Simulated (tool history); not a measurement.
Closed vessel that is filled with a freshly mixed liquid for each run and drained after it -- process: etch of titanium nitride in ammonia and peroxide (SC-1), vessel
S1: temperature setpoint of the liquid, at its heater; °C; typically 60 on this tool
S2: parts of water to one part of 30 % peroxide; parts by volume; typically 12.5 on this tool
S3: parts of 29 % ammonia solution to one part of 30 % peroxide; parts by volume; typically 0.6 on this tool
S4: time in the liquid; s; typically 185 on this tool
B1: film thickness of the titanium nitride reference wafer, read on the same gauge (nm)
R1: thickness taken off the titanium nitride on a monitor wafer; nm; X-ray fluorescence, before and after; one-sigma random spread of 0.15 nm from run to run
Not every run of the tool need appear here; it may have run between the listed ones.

run 1 hour=0 | S1=60 S2=12.5 S3=0.6 S4=185 | B1=150 | R1=15.68
run 2 hour=13.9 | S1=60 S2=12.5 S3=0.6 S4=185 | B1=150.01 | R1=15.84
run 3 hour=45.7 | S1=60 S2=12.5 S3=0.6 S4=235 | B1=150 | R1=19.84
run 4 hour=65.8 | S1=60 S2=12.5 S3=0.6 S4=260 | B1=150 | R1=21.86
-- hour=77.3 thermometer replaced
run 5 hour=91.6 | S1=60 S2=12.5 S3=0.6 S4=260 | B1=150 | R1=21.82
run 6 hour=119 | S1=60 S2=12.5 S3=0.6 S4=260 | B1=150.01 | R1=22.32
run 7 hour=141.7 | S1=60 S2=12.5 S3=0.8 S4=185 | B1=149.98 | R1=16.34
run 8 hour=174.6 | S1=60 S2=12.5 S3=0.6 S4=185 | B1=150.01 | R1=15.68
run 9 hour=205.7 | S1=63 S2=12.5 S3=0.45 S4=270 | B1=150 | R1=26.58
run 10 hour=224.6 | S1=60 S2=12.5 S3=0.6 S4=185 | B1=150.01 | R1=15.56
run 11 hour=247.1 | S1=51.5 S2=7 S3=0.6 S4=105 | B1=150.02 | R1=6.7
run 12 hour=271.5 | S1=51 S2=10 S3=0.45 S4=275 | B1=150.02 | R1=13.52
run 13 hour=302.8 | S1=60 S2=12.5 S3=0.6 S4=185 | B1=150 | R1=15.48
run 14 hour=338.1 | S1=67.5 S2=14.5 S3=0.6 S4=185 | B1=150.02 | R1=23.26
run 15 hour=356.5 | S1=51 S2=15 S3=0.45 S4=250 | B1=150 | R1=9.95
-- hour=380.7 new drum of ammonia solution connected
run 16 hour=382.8 | S1=54 S2=12.5 S3=0.45 S4=220 | B1=150 | R1=11.75
-- hour=395.3 ammonia flow meter replaced
run 17 hour=405.1 | S1=60 S2=14.5 S3=0.6 S4=185 | B1=150 | R1=14.35
run 18 hour=419.8 | S1=60 S2=12.5 S3=0.6 S4=185 | B1=150 | R1=15.95
run 19 hour=454.6 | S1=50.5 S2=7 S3=0.9 S4=135 | B1=150.01 | R1=8.52
run 20 hour=485.2 | S1=60 S2=12.5 S3=0.6 S4=135 | B1=149.99 | R1=11.33
run 21 hour=519 | S1=60 S2=12.5 S3=0.35 S4=185 | B1=150 | R1=14.19
run 22 hour=532.7 | S1=63 S2=14.5 S3=0.75 S4=105 | B1=150.01 | R1=10.25
run 23 hour=552.4 | S1=60 S2=12.5 S3=0.8 S4=95 | B1=149.99 | R1=8.4
run 24 hour=575.1 | S1=60 S2=12.5 S3=0.8 S4=85 | B1=150.01 | R1=7.48
run 25 hour=599.8 | S1=66 S2=12.5 S3=0.6 S4=185 | B1=149.99 | R1=22.95
-- hour=603.8 gauge calibrated
run 26 hour=616.6 | S1=60 S2=12.5 S3=0.45 S4=105 | B1=150.02 | R1=8.37
run 27 hour=629.3 | S1=53.5 S2=10 S3=0.6 S4=185 | B1=149.99 | R1=11.33

Predict each of these 5 candidate next runs independently; none follows another, all start after run 27:
run A hour=630 | S1=60 S2=17.5 S3=0.6 S4=185 | B1=? | R1=?
run B hour=630 | S1=60 S2=12.5 S3=0.9 S4=185 | B1=? | R1=?
run C hour=630 | S1=65 S2=15.5 S3=0.6 S4=185 | B1=? | R1=?
run D hour=630 | S1=60 S2=12.5 S3=0.6 S4=255 | B1=? | R1=?
run E hour=630 | S1=60 S2=16.5 S3=0.6 S4=185 | B1=? | R1=?

run=A B1=149.99 R1=13.19
run=B B1=149.99 R1=16.95
run=C B1=149.99 R1=19.47
run=D B1=149.99 R1=21.82
run=E B1=149.99 R1=13.63
Without the tool's unlogged condition, the same runs would have read:
run=A R1=13.19
run=B R1=16.95
run=C R1=19.47
run=D R1=21.82
run=E R1=13.63
